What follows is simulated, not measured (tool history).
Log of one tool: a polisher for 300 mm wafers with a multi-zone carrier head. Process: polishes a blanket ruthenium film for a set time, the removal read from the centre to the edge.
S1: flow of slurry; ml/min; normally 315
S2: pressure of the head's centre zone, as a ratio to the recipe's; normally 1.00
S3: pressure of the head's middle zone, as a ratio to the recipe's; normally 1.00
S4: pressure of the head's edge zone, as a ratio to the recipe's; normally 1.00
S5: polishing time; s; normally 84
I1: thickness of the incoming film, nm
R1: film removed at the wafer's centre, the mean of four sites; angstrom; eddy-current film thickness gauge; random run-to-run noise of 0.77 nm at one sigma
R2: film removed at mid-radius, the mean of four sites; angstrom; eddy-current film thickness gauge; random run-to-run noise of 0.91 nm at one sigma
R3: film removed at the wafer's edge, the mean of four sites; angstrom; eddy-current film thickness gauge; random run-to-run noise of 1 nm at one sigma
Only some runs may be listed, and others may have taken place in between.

| run | hour | S1 | S2 | S3 | S4 | S5 | I1 | R1 | R2 | R3 |
|---|---|---|---|---|---|---|---|---|---|---|
| 1 | 0.0 | 250 | 1.06 | 1.00 | 1.10 | 105 | 360.7 | 1152 | 1078 | 1099 |
|  | 20.1 | slurry nozzle cleaned |
| 2 | 85.3 | 315 | 1.00 | 1.00 | 1.00 | 84 | 366.4 | 906 | 894 | 875 |
| 3 | 136.8 | 315 | 1.00 | 1.00 | 1.00 | 84 | 357.8 | 903 | 906 | 875 |
| 4 | 200.3 | 275 | 1.12 | 1.00 | 1.09 | 76 | 364.9 | 904 | 799 | 820 |
|  | 222.2 | edge zone pressure recalibrated |
| 5 | 294.7 | 315 | 1.00 | 1.00 | 1.00 | 56 | 362.4 | 612 | 607 | 588 |
| 6 | 380.1 | 315 | 0.90 | 1.00 | 1.00 | 113 | 363.4 | 1116 | 1233 | 1170 |
|  | 441.6 | carrier head's membrane replaced by a new one |
| 7 | 455.4 | 315 | 1.00 | 1.00 | 1.00 | 84 | 356.7 | 917 | 895 | 864 |
|  | 489.3 | worn pad replaced by a new one |
| 8 | 499.9 | 315 | 0.96 | 1.00 | 1.04 | 70 | 362.4 | 735 | 759 | 741 |
| 9 | 542.2 | 315 | 0.93 | 1.00 | 1.00 | 84 | 363.2 | 851 | 902 | 877 |
| 10 | 637.4 | 315 | 1.00 | 1.00 | 1.00 | 73 | 357.3 | 817 | 778 | 748 |
|  | 688.7 | slurry nozzle cleaned |
| 11 | 705.4 | 315 | 1.00 | 1.00 | 0.88 | 107 | 359.4 | 1196 | 1150 | 1091 |
| 12 | 774.4 | 315 | 1.00 | 1.00 | 1.00 | 84 | 360.1 | 948 | 890 | 859 |
|  | 800.2 | edge zone pressure recalibrated |
|  | 865.8 | centre zone pressure recalibrated |
| 13 | 881.7 | 315 | 1.00 | 1.00 | 1.00 | 72 | 354.6 | 735 | 754 | 751 |
| 14 | 971.6 | 270 | 1.00 | 1.00 | 1.00 | 84 | 359.5 | 856 | 883 | 864 |
| 15 | 1067.4 | 315 | 1.11 | 1.08 | 0.93 | 97 | 361.6 | 1119 | 1083 | 987 |
|  | 1088.4 | worn pad replaced by a new one |
| 16 | 1122.9 | 205 | 1.00 | 0.89 | 1.00 | 84 | 365.9 | 819 | 800 | 843 |
| 17 | 1163.8 | 315 | 1.00 | 1.00 | 1.00 | 84 | 358.3 | 864 | 899 | 886 |
|  | 1234.7 | slurry nozzle cleaned |
| 18 | 1246.2 | 260 | 0.90 | 1.00 | 1.00 | 84 | 365.0 | 757 | 892 | 837 |
| 19 | 1344.3 | 315 | 1.03 | 1.00 | 1.10 | 84 | 360.7 | 902 | 902 | 907 |
| 20 | 1437.6 | 315 | 1.00 | 0.90 | 1.00 | 84 | 353.5 | 874 | 859 | 887 |
|  | 1471.0 | edge zone pressure recalibrated |
| 21 | 1527.8 | 315 | 1.00 | 1.00 | 1.06 | 84 | 363.3 | 884 | 893 | 889 |

Give the tool's hidden conditions for every run:
removal rate lost through wear of the pad, %: 0 across all the runs
slurry flow missing at the pad, %: 0 across all the runs
deviation of the edge zone's pressure from its setpoint, %: 0 across all the runs
H1: deviation of the centre zone's pressure from its setpoint, %
| run | H1 |
|---|---|
| 1 | 1.4 |
| 2 | 1.85 |
| 3 | 2.15 |
| 4 | 2.54 |
| 5 | 3.19 |
| 6 | 3.83 |
| 7 | 4.44 |
| 8 | 4.82 |
| 9 | 5.2 |
| 10 | 6.09 |
| 11 | 6.78 |
| 12 | 7.51 |
| 13 | -1.35 |
| 14 | -1.31 |
| 15 | -1.19 |
| 16 | -1.1 |
| 17 | -1.01 |
| 18 | -0.8 |
| 19 | -0.48 |
| 20 | -0.108 |
| 21 | 0.314 |

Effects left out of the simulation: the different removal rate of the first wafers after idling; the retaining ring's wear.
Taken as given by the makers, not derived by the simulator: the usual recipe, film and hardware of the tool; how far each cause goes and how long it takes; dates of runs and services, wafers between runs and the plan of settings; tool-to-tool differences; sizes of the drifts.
